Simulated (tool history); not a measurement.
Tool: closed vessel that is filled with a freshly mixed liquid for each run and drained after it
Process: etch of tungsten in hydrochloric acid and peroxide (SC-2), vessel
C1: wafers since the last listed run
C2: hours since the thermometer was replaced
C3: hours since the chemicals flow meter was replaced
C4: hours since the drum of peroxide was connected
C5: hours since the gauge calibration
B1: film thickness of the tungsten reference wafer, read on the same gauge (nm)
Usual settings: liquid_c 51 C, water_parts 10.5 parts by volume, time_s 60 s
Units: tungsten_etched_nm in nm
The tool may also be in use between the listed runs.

{"run": 1, "day": 0.0, "liquid_c": 51, "water_parts": 9, "time_s": 60, "C1": 0, "C2": 1124.4, "C3": 620.2, "C4": 855.6, "C5": 364.7, "B1": 120.01, "tungsten_etched_nm": 22.82}
{"day": 0.925, "done": "gauge calibrated"}
{"run": 2, "day": 1.292, "liquid_c": 51, "water_parts": 9, "time_s": 60, "C1": 2701, "C2": 1155.4, "C3": 651.2, "C4": 886.6, "C5": 8.8, "B1": 119.99, "tungsten_etched_nm": 22.86}
{"run": 3, "day": 2.579, "liquid_c": 51, "water_parts": 10.5, "time_s": 60, "C1": 2692, "C2": 1186.3, "C3": 682.1, "C4": 917.5, "C5": 39.7, "B1": 119.99, "tungsten_etched_nm": 20.09}
{"run": 4, "day": 4.062, "liquid_c": 51, "water_parts": 10.5, "time_s": 60, "C1": 3102, "C2": 1221.9, "C3": 717.7, "C4": 953.1, "C5": 75.3, "B1": 119.99, "tungsten_etched_nm": 19.97}
{"run": 5, "day": 5.504, "liquid_c": 51, "water_parts": 10.5, "time_s": 60, "C1": 3015, "C2": 1256.5, "C3": 752.3, "C4": 987.7, "C5": 109.9, "B1": 120.01, "tungsten_etched_nm": 20.03}
{"run": 6, "day": 6.208, "liquid_c": 51, "water_parts": 10.5, "time_s": 60, "C1": 1472, "C2": 1273.4, "C3": 769.2, "C4": 1004.6, "C5": 126.8, "B1": 120.01, "tungsten_etched_nm": 19.97}
{"run": 7, "day": 7.379, "liquid_c": 51, "water_parts": 10.5, "time_s": 60, "C1": 2448, "C2": 1301.5, "C3": 797.3, "C4": 1032.7, "C5": 154.9, "B1": 119.99, "tungsten_etched_nm": 19.93}
{"run": 8, "day": 8.329, "liquid_c": 51, "water_parts": 10.5, "time_s": 60, "C1": 1986, "C2": 1324.3, "C3": 820.1, "C4": 1055.5, "C5": 177.7, "B1": 120, "tungsten_etched_nm": 20.01}
{"day": 8.867, "done": "thermometer replaced"}
{"day": 10.271, "done": "chemicals flow meter replaced"}
{"run": 9, "day": 10.462, "liquid_c": 51, "water_parts": 10.5, "time_s": 80, "C1": 4287, "C2": 38.3, "C3": 4.6, "C4": 1106.7, "C5": 228.9, "B1": 120, "tungsten_etched_nm": 27.81}
{"run": 10, "day": 11.829, "liquid_c": 51, "water_parts": 10.5, "time_s": 80, "C1": 2858, "C2": 71.1, "C3": 37.4, "C4": 1139.5, "C5": 261.7, "B1": 120, "tungsten_etched_nm": 27.74}
{"run": 11, "day": 13.112, "liquid_c": 51, "water_parts": 10.5, "time_s": 80, "C1": 2683, "C2": 101.9, "C3": 68.2, "C4": 1170.3, "C5": 292.5, "B1": 120, "tungsten_etched_nm": 27.67}
{"run": 12, "day": 13.833, "liquid_c": 51, "water_parts": 10.5, "time_s": 60, "C1": 1507, "C2": 119.2, "C3": 85.5, "C4": 1187.6, "C5": 309.8, "B1": 120.02, "tungsten_etched_nm": 20.81}
{"run": 13, "day": 15.288, "liquid_c": 51, "water_parts": 10.5, "time_s": 60, "C1": 3041, "C2": 154.1, "C3": 120.4, "C4": 1222.5, "C5": 344.7, "B1": 120.04, "tungsten_etched_nm": 20.78}
{"run": 14, "day": 15.9, "liquid_c": 51, "water_parts": 10.5, "time_s": 30, "C1": 1280, "C2": 168.8, "C3": 135.1, "C4": 1237.2, "C5": 359.4, "B1": 119.99, "tungsten_etched_nm": 10.42}
{"run": 15, "day": 16.704, "liquid_c": 51, "water_parts": 9, "time_s": 45, "C1": 1681, "C2": 188.1, "C3": 154.4, "C4": 1256.5, "C5": 378.7, "B1": 120, "tungsten_etched_nm": 17.73}
{"run": 16, "day": 17.804, "liquid_c": 51, "water_parts": 9, "time_s": 45, "C1": 2300, "C2": 214.5, "C3": 180.8, "C4": 1282.9, "C5": 405.1, "B1": 119.99, "tungsten_etched_nm": 17.68}
{"run": 17, "day": 18.95, "liquid_c": 51, "water_parts": 10.5, "time_s": 60, "C1": 2396, "C2": 242, "C3": 208.3, "C4": 1310.4, "C5": 432.6, "B1": 120, "tungsten_etched_nm": 20.78}
{"day": 19.25, "done": "new drum of peroxide connected"}
{"day": 19.288, "done": "gauge calibrated"}
{"run": 18, "day": 19.583, "liquid_c": 61, "water_parts": 13.5, "time_s": 95, "C1": 1237, "C2": 257.2, "C3": 223.5, "C4": 8, "C5": 7.1, "B1": 120, "tungsten_etched_nm": 50.28}
{"run": 19, "day": 20.467, "liquid_c": 51, "water_parts": 10.5, "time_s": 60, "C1": 1847, "C2": 278.4, "C3": 244.7, "C4": 29.2, "C5": 28.3, "B1": 120.02, "tungsten_etched_nm": 20.64}
{"run": 20, "day": 21.404, "liquid_c": 51, "water_parts": 8.5, "time_s": 60, "C1": 1960, "C2": 300.9, "C3": 267.2, "C4": 51.7, "C5": 50.8, "B1": 120.02, "tungsten_etched_nm": 24.6}
{"run": 21, "day": 22.05, "liquid_c": 45, "water_parts": 12.5, "time_s": 30, "C1": 1350, "C2": 316.4, "C3": 282.7, "C4": 67.2, "C5": 66.3, "B1": 120.02, "tungsten_etched_nm": 5.94}
{"run": 22, "day": 23.071, "liquid_c": 56, "water_parts": 6.5, "time_s": 45, "C1": 2134, "C2": 340.9, "C3": 307.2, "C4": 91.7, "C5": 90.8, "B1": 119.99, "tungsten_etched_nm": 31.52}
{"run": 23, "day": 24.567, "liquid_c": 45.5, "water_parts": 6, "time_s": 90, "C1": 3128, "C2": 376.8, "C3": 343.1, "C4": 127.6, "C5": 126.7, "B1": 119.99, "tungsten_etched_nm": 33.36}
{"run": 24, "day": 25.579, "liquid_c": 51, "water_parts": 10.5, "time_s": 60, "C1": 2117, "C2": 401.1, "C3": 367.4, "C4": 151.9, "C5": 151, "B1": 120, "tungsten_etched_nm": 20.72}
{"run": 25, "day": 26.612, "liquid_c": 43.5, "water_parts": 10.5, "time_s": 60, "C1": 2161, "C2": 425.9, "C3": 392.2, "C4": 176.7, "C5": 175.8, "B1": 120.01, "tungsten_etched_nm": 12.37}
{"run": 26, "day": 27.646, "liquid_c": 54, "water_parts": 7, "time_s": 60, "C1": 2161, "C2": 450.7, "C3": 417, "C4": 201.5, "C5": 200.6, "B1": 119.99, "tungsten_etched_nm": 34.88}

Hidden state at the last listed run before each entry between runs and at the first one after, where it differs:
Between runs 1 and 2: gauge calibrated (day 0.925)
  liquid colder than its thermometer reads (K): 0.66 -> 0.678
  measured less the result without the state, tungsten_etched_nm: -1.02 -> -1.06 nm
Between runs 8 and 9: thermometer replaced (day 8.867); chemicals flow meter replaced (day 10.271)
  liquid colder than its thermometer reads (K): 0.775 -> 0.0788
  measured less the result without the state, tungsten_etched_nm: -1.06 -> -0.15 nm
Between runs 17 and 18: new drum of peroxide connected (day 19.25); gauge calibrated (day 19.288)
  liquid colder than its thermometer reads (K): 0.196 -> 0.205
  measured less the result without the state, tungsten_etched_nm: -0.28 -> -0.67 nm
